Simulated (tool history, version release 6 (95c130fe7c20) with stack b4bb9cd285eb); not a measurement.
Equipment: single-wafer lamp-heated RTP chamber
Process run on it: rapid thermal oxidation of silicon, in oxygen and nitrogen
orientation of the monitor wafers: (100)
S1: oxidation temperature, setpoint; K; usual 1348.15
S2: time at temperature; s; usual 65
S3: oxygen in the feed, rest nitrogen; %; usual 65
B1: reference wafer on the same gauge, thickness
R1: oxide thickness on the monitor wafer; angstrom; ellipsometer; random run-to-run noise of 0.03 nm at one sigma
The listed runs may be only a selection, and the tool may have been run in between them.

Run 1, hour 0: usual settings but S1 1356.15 K; B1 8.763. Result: R1 91.58 angstrom.
Run 2, hour 42.5: usual settings but S1 1356.15 K; B1 8.768. Result: R1 92.18 angstrom.
Run 3, hour 113.3: usual settings; B1 8.771. Result: R1 87.7 angstrom.
Run 4, hour 150.2: usual settings; B1 8.762. Result: R1 88.61 angstrom.
Run 5, hour 221.7: usual settings; B1 8.774. Result: R1 89.36 angstrom.
Run 6, hour 273.1: usual settings but S2 84 s, S3 72 %; B1 8.772. Result: R1 103.89 angstrom.
Run 7, hour 365.2: usual settings but S3 43 %; B1 8.77. Result: R1 78.23 angstrom.
Run 8, hour 404.6: usual settings but S3 43 %; B1 8.771. Result: R1 78.19 angstrom.
At hour 436.8: pyrometer window cleaned and pyrometer calibrated.
Run 9, hour 657.5: usual settings but S3 43 %; B1 8.767. Result: R1 76.94 angstrom.
Run 10, hour 737.7: usual settings but S2 77 s; B1 8.774. Result: R1 96.29 angstrom.
At hour 824.2: pyrometer window cleaned and pyrometer calibrated.
Run 11, hour 843.1: usual settings but S3 88 %; B1 8.775. Result: R1 97.46 angstrom.
Run 12, hour 927.6: usual settings; B1 8.766. Result: R1 87.77 angstrom.
Run 13, hour 1015.9: usual settings; B1 8.766. Result: R1 88.95 angstrom.
Run 14, hour 1090.6: usual settings; B1 8.771. Result: R1 89.35 angstrom.
Run 15, hour 1129.7: usual settings but S2 54 s, S3 57 %; B1 8.768. Result: R1 78.99 angstrom.
Run 16, hour 1180.8: usual settings; B1 8.772. Result: R1 89.84 angstrom.
At hour 1225.9: pyrometer window cleaned and pyrometer calibrated.
Run 17, hour 1230: usual settings; B1 8.773. Result: R1 87.58 angstrom.
Run 18, hour 1315: usual settings but S2 56 s, S3 84 %; B1 8.77. Result: R1 90.44 angstrom.
At hour 1323.6: oxygen flow controller replaced.
Run 19, hour 1398.8: usual settings but S1 1366.15 K, S3 47 %; B1 8.763. Result: R1 88.45 angstrom.
Run 20, hour 1441.5: usual settings; B1 8.771. Result: R1 88.31 angstrom.
Run 21, hour 1484.5: usual settings but S2 53 s; B1 8.777. Result: R1 81.56 angstrom.
Run 22, hour 1535.4: usual settings but S1 1377.15 K, S2 44 s, S3 56 %; B1 8.767. Result: R1 85.66 angstrom.
Run 23, hour 1619: usual settings but S1 1324.15 K; B1 8.769. Result: R1 77.15 angstrom.
At hour 1664.3: gauge calibrated.
Run 24, hour 1670.8: usual settings but S1 1330.15 K, S3 41 %; B1 8.78. Result: R1 68.59 angstrom.
At hour 1703.3: pyrometer window cleaned and pyrometer calibrated.
Run 25, hour 1710.5: usual settings but S1 1340.15 K, S2 36 s, S3 91 %; B1 8.77. Result: R1 71.9 angstrom.
Run 26, hour 1766: usual settings but S1 1334.15 K, S2 34 s, S3 87 %; B1 8.767. Result: R1 66.79 angstrom.
Run 27, hour 1984.1: usual settings; B1 8.769. Result: R1 90 angstrom.
Run 28, hour 2061.7: usual settings but S1 1340.15 K, S2 36 s, S3 91 %; B1 8.775. Result: R1 74.32 angstrom.
Run 29, hour 2140.3: usual settings but S1 1332.15 K, S2 82 s, S3 41 %; B1 8.768. Result: R1 76.83 angstrom.

3 options for the next run, each taken on its own from the tool as it stands now. Forecast them:
Run A, hour 2140.8: usual settings; B1 ?. Result: R1 ?.
Run B, hour 2140.8: usual settings but S1 1331.15 K, S3 44 %; B1 ?. Result: R1 ?.
Run C, hour 2140.8: usual settings but S1 1338.15 K, S3 52 %; B1 ?. Result: R1 ?.

run    B1     R1
  A  8.77  91.22
  B  8.77     71
  C  8.77   78.9
Had the tool no hidden state, the same runs would have come out as:
run     R1
  A   86.9
  B  67.57
  C  75.12

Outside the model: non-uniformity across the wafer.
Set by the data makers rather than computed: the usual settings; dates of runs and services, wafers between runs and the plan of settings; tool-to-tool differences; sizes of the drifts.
